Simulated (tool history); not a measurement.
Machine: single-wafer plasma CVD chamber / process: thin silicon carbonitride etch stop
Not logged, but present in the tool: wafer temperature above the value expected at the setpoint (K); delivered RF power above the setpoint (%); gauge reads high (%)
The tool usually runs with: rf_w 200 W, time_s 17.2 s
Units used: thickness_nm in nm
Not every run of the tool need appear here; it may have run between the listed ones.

run	hour	rf_w	time_s	wafers since the last listed run	hours since the last thermocouple change	hours since the last RF generator calibration	hours since the showerhead was replaced	hours since the gauge calibration	read-back reference wafer on the same gauge, thickness_nm	thickness_nm
1	0	200	17.2	0	1954.1	1307.2	2993.5	170.1	9.01	8.185
2	22.6	200	17.2	735	1976.7	1329.8	3016.1	192.7	9.016	8.185
3	40.6	200	17.2	585	1994.7	1347.8	3034.1	210.7	9.024	8.192
4	71.1	185	17.2	992	2025.2	1378.3	3064.6	241.2	9.031	7.989
5	98	200	17.2	875	2052.1	1405.2	3091.5	268.1	9.044	8.251
6	117.7	200	17.2	641	2071.8	1424.9	3111.2	287.8	9.06	8.254
7	161.9	200	17.2	1438	2116	1469.1	3155.4	332	9.073	8.24
# hour 170.5: showerhead replaced
# hour 182.3: thermocouple changed; heater temperature recalibrated
8	222.2	200	17.2	1441	39.9	1529.4	51.7	392.3	9.109	8.322
# hour 240.5: gauge calibrated
9	251.5	200	20.6	953	69.2	1558.7	81	11	8.978	9.779
10	271.8	200	19	660	89.5	1579	101.3	31.3	8.978	9.031
# hour 287.1: RF generator calibrated
11	307.2	235	14.1	891	124.9	20.1	136.7	66.7	8.979	7.103
12	332.1	180	17.2	810	149.8	45	161.6	91.6	8.983	7.911
13	352.9	235	15	676	170.6	65.8	182.4	112.4	8.987	7.503
14	378.8	215	19.7	842	196.5	91.7	208.3	138.3	8.999	9.634

Exercise: give the hidden state of the tool at every run:
wafer temperature above the value expected at the setpoint (K): 0 across all the runs
delivered RF power above the setpoint (%): 0 across all the runs
H1: gauge reads high (%)
run	H1
1	0.442
2	0.519
3	0.588
4	0.718
5	0.847
6	0.95
7	1.21
8	1.62
9	0.0635
10	0.0716
11	0.104
12	0.141
13	0.181
14	0.242
